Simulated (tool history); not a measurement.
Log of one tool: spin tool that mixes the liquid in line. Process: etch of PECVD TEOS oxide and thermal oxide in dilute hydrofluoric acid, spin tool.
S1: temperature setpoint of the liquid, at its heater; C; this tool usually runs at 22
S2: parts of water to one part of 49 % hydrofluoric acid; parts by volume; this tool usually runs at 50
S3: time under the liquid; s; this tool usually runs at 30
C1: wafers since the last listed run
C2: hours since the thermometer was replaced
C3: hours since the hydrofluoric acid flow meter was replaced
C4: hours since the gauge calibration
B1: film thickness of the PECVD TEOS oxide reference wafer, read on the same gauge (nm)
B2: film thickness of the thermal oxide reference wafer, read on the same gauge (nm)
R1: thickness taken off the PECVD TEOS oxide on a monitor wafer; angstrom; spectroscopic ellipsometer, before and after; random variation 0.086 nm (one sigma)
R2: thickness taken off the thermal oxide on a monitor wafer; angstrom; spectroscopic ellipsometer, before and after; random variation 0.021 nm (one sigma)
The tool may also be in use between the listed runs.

{"run": 1, "day": 0.0, "S1": 22, "S2": 60, "S3": 15, "C1": 0, "C2": 656.1, "C3": 1992.1, "C4": 422.1, "B1": 50, "B2": 39.991, "R1": 52.9, "R2": 13.01}
{"run": 2, "day": 0.921, "S1": 22, "S2": 60, "S3": 15, "C1": 351, "C2": 678.2, "C3": 2014.2, "C4": 444.2, "B1": 49.97, "B2": 40.041, "R1": 52.5, "R2": 13.16}
{"day": 1.538, "done": "gauge calibrated"}
{"run": 3, "day": 2.388, "S1": 22, "S2": 60, "S3": 15, "C1": 560, "C2": 713.4, "C3": 2049.4, "C4": 20.4, "B1": 49.99, "B2": 40.042, "R1": 53, "R2": 13.03}
{"run": 4, "day": 2.958, "S1": 25.5, "S2": 50, "S3": 30, "C1": 218, "C2": 727.1, "C3": 2063.1, "C4": 34.1, "B1": 50.05, "B2": 40.006, "R1": 147.4, "R2": 36.88}
{"run": 5, "day": 4.012, "S1": 22, "S2": 50, "S3": 30, "C1": 402, "C2": 752.4, "C3": 2088.4, "C4": 59.4, "B1": 50.01, "B2": 40.009, "R1": 128.6, "R2": 31.34}
{"run": 6, "day": 4.942, "S1": 22, "S2": 50, "S3": 30, "C1": 354, "C2": 774.7, "C3": 2110.7, "C4": 81.7, "B1": 50, "B2": 39.962, "R1": 126.7, "R2": 31.9}
{"run": 7, "day": 6.346, "S1": 22, "S2": 50, "S3": 30, "C1": 536, "C2": 808.4, "C3": 2144.4, "C4": 115.4, "B1": 49.99, "B2": 39.989, "R1": 127.3, "R2": 31.82}
{"run": 8, "day": 7.733, "S1": 22, "S2": 50, "S3": 30, "C1": 530, "C2": 841.7, "C3": 2177.7, "C4": 148.7, "B1": 50.03, "B2": 40, "R1": 127.5, "R2": 32.04}
{"run": 9, "day": 8.25, "S1": 22, "S2": 50, "S3": 30, "C1": 197, "C2": 854.1, "C3": 2190.1, "C4": 161.1, "B1": 50, "B2": 40.042, "R1": 128.8, "R2": 32.08}
{"day": 9.496, "done": "hydrofluoric acid flow meter replaced"}
{"run": 10, "day": 9.667, "S1": 22, "S2": 60, "S3": 15, "C1": 525, "C2": 888.1, "C3": 4.1, "C4": 195.1, "B1": 49.98, "B2": 39.975, "R1": 47.6, "R2": 11.86}
{"run": 11, "day": 11.146, "S1": 22, "S2": 35, "S3": 30, "C1": 565, "C2": 923.6, "C3": 39.6, "C4": 230.6, "B1": 50.02, "B2": 39.981, "R1": 169.2, "R2": 41.88}
{"run": 12, "day": 12.533, "S1": 26, "S2": 35, "S3": 45, "C1": 530, "C2": 956.9, "C3": 72.9, "C4": 263.9, "B1": 49.99, "B2": 39.985, "R1": 305.9, "R2": 74.87}
{"run": 13, "day": 13.321, "S1": 22, "S2": 50, "S3": 45, "C1": 300, "C2": 975.8, "C3": 91.8, "C4": 282.8, "B1": 49.98, "B2": 40.003, "R1": 174, "R2": 43.53}
{"day": 13.842, "done": "thermometer replaced"}
{"run": 14, "day": 17.054, "S1": 22, "S2": 50, "S3": 30, "C1": 1410, "C2": 77.1, "C3": 181.4, "C4": 372.4, "B1": 50.01, "B2": 40.006, "R1": 117.1, "R2": 29.28}
{"run": 15, "day": 17.629, "S1": 19, "S2": 50, "S3": 15, "C1": 219, "C2": 90.9, "C3": 195.2, "C4": 386.2, "B1": 50.02, "B2": 39.974, "R1": 51.5, "R2": 12.83}
{"run": 16, "day": 18.15, "S1": 22, "S2": 50, "S3": 35, "C1": 198, "C2": 103.4, "C3": 207.7, "C4": 398.7, "B1": 50, "B2": 40.037, "R1": 136.8, "R2": 33.75}
{"run": 17, "day": 18.971, "S1": 22, "S2": 50, "S3": 30, "C1": 313, "C2": 123.1, "C3": 227.4, "C4": 418.4, "B1": 50.01, "B2": 40.046, "R1": 117.6, "R2": 28.88}
{"day": 20.162, "done": "gauge calibrated"}
{"run": 18, "day": 20.167, "S1": 24, "S2": 50, "S3": 30, "C1": 456, "C2": 151.8, "C3": 256.1, "C4": 0.1, "B1": 50.03, "B2": 40.006, "R1": 128.2, "R2": 31.67}
{"run": 19, "day": 21.662, "S1": 22, "S2": 50, "S3": 30, "C1": 571, "C2": 187.7, "C3": 292, "C4": 36, "B1": 50.06, "B2": 40.016, "R1": 118.4, "R2": 29.48}
{"run": 20, "day": 22.688, "S1": 22, "S2": 30, "S3": 20, "C1": 391, "C2": 212.3, "C3": 316.6, "C4": 60.6, "B1": 50, "B2": 40.028, "R1": 134.5, "R2": 33.54}
{"run": 21, "day": 23.329, "S1": 22, "S2": 50, "S3": 30, "C1": 245, "C2": 227.7, "C3": 332, "C4": 76, "B1": 49.98, "B2": 40.031, "R1": 118.9, "R2": 29.09}
{"run": 22, "day": 24.204, "S1": 22, "S2": 50, "S3": 30, "C1": 334, "C2": 248.7, "C3": 353, "C4": 97, "B1": 50.01, "B2": 39.967, "R1": 117.8, "R2": 29.08}
{"run": 23, "day": 25.192, "S1": 26.5, "S2": 50, "S3": 30, "C1": 377, "C2": 272.4, "C3": 376.7, "C4": 120.7, "B1": 50.03, "B2": 40.006, "R1": 142.2, "R2": 34.86}
{"run": 24, "day": 26.012, "S1": 19, "S2": 65, "S3": 15, "C1": 313, "C2": 292.1, "C3": 396.4, "C4": 140.4, "B1": 49.98, "B2": 39.995, "R1": 39.8, "R2": 9.78}
{"run": 25, "day": 26.962, "S1": 22, "S2": 50, "S3": 30, "C1": 362, "C2": 314.9, "C3": 419.2, "C4": 163.2, "B1": 49.96, "B2": 40.034, "R1": 117, "R2": 29.19}
{"run": 26, "day": 27.662, "S1": 25, "S2": 65, "S3": 35, "C1": 267, "C2": 331.7, "C3": 436, "C4": 180, "B1": 49.96, "B2": 40.013, "R1": 116.4, "R2": 29.32}
{"run": 27, "day": 28.683, "S1": 19, "S2": 70, "S3": 35, "C1": 389, "C2": 356.2, "C3": 460.5, "C4": 204.5, "B1": 50.03, "B2": 39.979, "R1": 84.9, "R2": 21.23}

3 ways to go on from here, each from the tool as it stands after run 27. What would each give?
{"run": "A", "day": 28.7, "S1": 22, "S2": 50, "S3": 30, "C1": 6, "C2": 356.6, "C3": 460.9, "C4": 204.9, "B1": "?", "B2": "?", "R1": "?", "R2": "?"}
{"run": "B", "day": 28.7, "S1": 20.5, "S2": 35, "S3": 30, "C1": 6, "C2": 356.6, "C3": 460.9, "C4": 204.9, "B1": "?", "B2": "?", "R1": "?", "R2": "?"}
{"run": "C", "day": 28.7, "S1": 17.5, "S2": 75, "S3": 15, "C1": 6, "C2": 356.6, "C3": 460.9, "C4": 204.9, "B1": "?", "B2": "?", "R1": "?", "R2": "?"}

run=A B1=50.01 B2=39.977 R1=120.5 R2=29.52
run=B B1=50.01 B2=39.977 R1=164.4 R2=40.28
run=C B1=50.01 B2=39.977 R1=32.3 R2=7.91
The same runs, with their run-to-run variation unchanged, on a tool lacking any hidden condition would have given:
run=A R1=114.9 R2=28.14
run=B R1=156.9 R2=38.44
run=C R1=30.7 R2=7.53
